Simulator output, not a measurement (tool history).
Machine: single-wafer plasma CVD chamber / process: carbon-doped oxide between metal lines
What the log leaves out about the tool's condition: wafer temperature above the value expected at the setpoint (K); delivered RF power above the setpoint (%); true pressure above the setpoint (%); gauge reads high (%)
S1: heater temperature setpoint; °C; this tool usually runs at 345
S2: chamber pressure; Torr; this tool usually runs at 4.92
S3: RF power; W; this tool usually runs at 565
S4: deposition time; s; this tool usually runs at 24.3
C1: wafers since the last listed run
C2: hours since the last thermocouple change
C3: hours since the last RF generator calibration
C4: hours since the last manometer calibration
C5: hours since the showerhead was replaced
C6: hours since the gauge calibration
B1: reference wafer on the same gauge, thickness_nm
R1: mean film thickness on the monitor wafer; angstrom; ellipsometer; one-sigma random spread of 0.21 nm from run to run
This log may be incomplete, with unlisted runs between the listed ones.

| run | hour | S1 | S2 | S3 | S4 | C1 | C2 | C3 | C4 | C5 | C6 | B1 | R1 |
|---|---|---|---|---|---|---|---|---|---|---|---|---|---|
| 1 | 0.0 | 345 | 4.92 | 565 | 27.1 | 0 | 2055.8 | 1524.7 | 2071.4 | 6166.0 | 192.0 | 151.016 | 1506.42 |
| 2 | 8.2 | 345 | 4.92 | 565 | 27.1 | 137 | 2064.0 | 1532.9 | 2079.6 | 6174.2 | 200.2 | 150.962 | 1508.39 |
| 3 | 23.7 | 345 | 4.21 | 565 | 24.3 | 259 | 2079.5 | 1548.4 | 2095.1 | 6189.7 | 215.7 | 150.881 | 1334.55 |
| 4 | 38.2 | 334 | 5.39 | 565 | 24.3 | 242 | 2094.0 | 1562.9 | 2109.6 | 6204.2 | 230.2 | 150.936 | 1408.78 |
| 5 | 49.0 | 334 | 5.39 | 565 | 24.3 | 180 | 2104.8 | 1573.7 | 2120.4 | 6215.0 | 241.0 | 151.119 | 1409.58 |
| 6 | 63.8 | 345 | 4.92 | 565 | 21.3 | 247 | 2119.6 | 1588.5 | 2135.2 | 6229.8 | 255.8 | 150.983 | 1186.25 |
| 7 | 77.4 | 345 | 4.64 | 565 | 24.3 | 227 | 2133.2 | 1602.1 | 2148.8 | 6243.4 | 269.4 | 150.919 | 1340.37 |
| 8 | 93.5 | 345 | 5.74 | 515 | 24.3 | 269 | 2149.3 | 1618.2 | 2164.9 | 6259.5 | 285.5 | 151.071 | 1332.92 |
| 9 | 106.6 | 345 | 4.92 | 515 | 24.3 | 219 | 2162.4 | 1631.3 | 2178.0 | 6272.6 | 298.6 | 151.000 | 1308.85 |
| 10 | 119.7 | 345 | 4.92 | 515 | 24.3 | 219 | 2175.5 | 1644.4 | 2191.1 | 6285.7 | 311.7 | 150.942 | 1308.94 |
| 11 | 133.0 | 345 | 4.92 | 515 | 24.3 | 222 | 2188.8 | 1657.7 | 2204.4 | 6299.0 | 325.0 | 150.917 | 1307.72 |
| 12 | 146.8 | 345 | 4.92 | 565 | 24.3 | 231 | 2202.6 | 1671.5 | 2218.2 | 6312.8 | 338.8 | 150.912 | 1350.67 |
|  | 148.6 | gauge calibrated |
| 13 | 159.8 | 345 | 4.92 | 565 | 24.3 | 217 | 2215.6 | 1684.5 | 2231.2 | 6325.8 | 11.2 | 150.965 | 1343.28 |
|  | 174.2 | capacitance manometer re-zeroed and calibrated |
|  | 182.2 | showerhead replaced |
| 14 | 182.7 | 345 | 4.92 | 565 | 26.6 | 115 | 2238.5 | 1707.4 | 8.5 | 0.5 | 34.1 | 151.057 | 1471.57 |
| 15 | 183.0 | 355 | 5.75 | 565 | 19.9 | 5 | 2238.8 | 1707.7 | 8.8 | 0.8 | 34.4 | 150.865 | 1097.18 |
| 16 | 189.3 | 345 | 3.91 | 565 | 24.3 | 105 | 2245.1 | 1714.0 | 15.1 | 7.1 | 40.7 | 150.984 | 1316.07 |
| 17 | 197.1 | 345 | 4.92 | 620 | 25.6 | 130 | 2252.9 | 1721.8 | 22.9 | 14.9 | 48.5 | 151.022 | 1462.07 |
|  | 211.4 | RF generator calibrated |
| 18 | 211.9 | 345 | 4.92 | 565 | 24.3 | 113 | 2267.7 | 0.5 | 37.7 | 29.7 | 63.3 | 151.020 | 1390.81 |
|  | 220.0 | thermocouple changed; heater temperature recalibrated |
| 19 | 224.4 | 345 | 4.92 | 565 | 24.3 | 75 | 4.4 | 13.0 | 50.2 | 42.2 | 75.8 | 150.942 | 1387.93 |
| 20 | 235.9 | 345 | 4.92 | 565 | 24.3 | 192 | 15.9 | 24.5 | 61.7 | 53.7 | 87.3 | 151.051 | 1395.00 |
| 21 | 248.4 | 345 | 4.92 | 565 | 24.3 | 209 | 28.4 | 37.0 | 74.2 | 66.2 | 99.8 | 151.003 | 1392.55 |
| 22 | 262.8 | 330 | 4.92 | 565 | 27.1 | 241 | 42.8 | 51.4 | 88.6 | 80.6 | 114.2 | 150.947 | 1616.58 |
| 23 | 278.6 | 345 | 4.92 | 625 | 24.3 | 264 | 58.6 | 67.2 | 104.4 | 96.4 | 130.0 | 150.978 | 1444.01 |
| 24 | 296.4 | 345 | 4.92 | 565 | 21.6 | 298 | 76.4 | 85.0 | 122.2 | 114.2 | 147.8 | 150.936 | 1241.15 |
| 25 | 311.3 | 340 | 4.92 | 565 | 24.3 | 249 | 91.3 | 99.9 | 137.1 | 129.1 | 162.7 | 150.996 | 1408.59 |
| 26 | 322.1 | 345 | 6.03 | 565 | 21.2 | 180 | 102.1 | 110.7 | 147.9 | 139.9 | 173.5 | 151.078 | 1243.66 |

Predict each of these 3 candidate next runs independently; none follows another, all start after run 26:
| A | 322.5 | 345 | 4.92 | 565 | 24.3 | 6 | 102.5 | 111.1 | 148.3 | 140.3 | 173.9 | ? | ? |
| B | 322.5 | 345 | 5.77 | 500 | 24.3 | 6 | 102.5 | 111.1 | 148.3 | 140.3 | 173.9 | ? | ? |
| C | 322.5 | 345 | 3.75 | 615 | 26.6 | 6 | 102.5 | 111.1 | 148.3 | 140.3 | 173.9 | ? | ? |

| run | B1 | R1 |
|---|---|---|
| A | 151.016 | 1393.43 |
| B | 151.016 | 1360.72 |
| C | 151.016 | 1525.67 |
With no hidden state in the tool, these same runs would have given:
| run | R1 |
|---|---|
| A | 1398.37 |
| B | 1365.68 |
| C | 1531.08 |
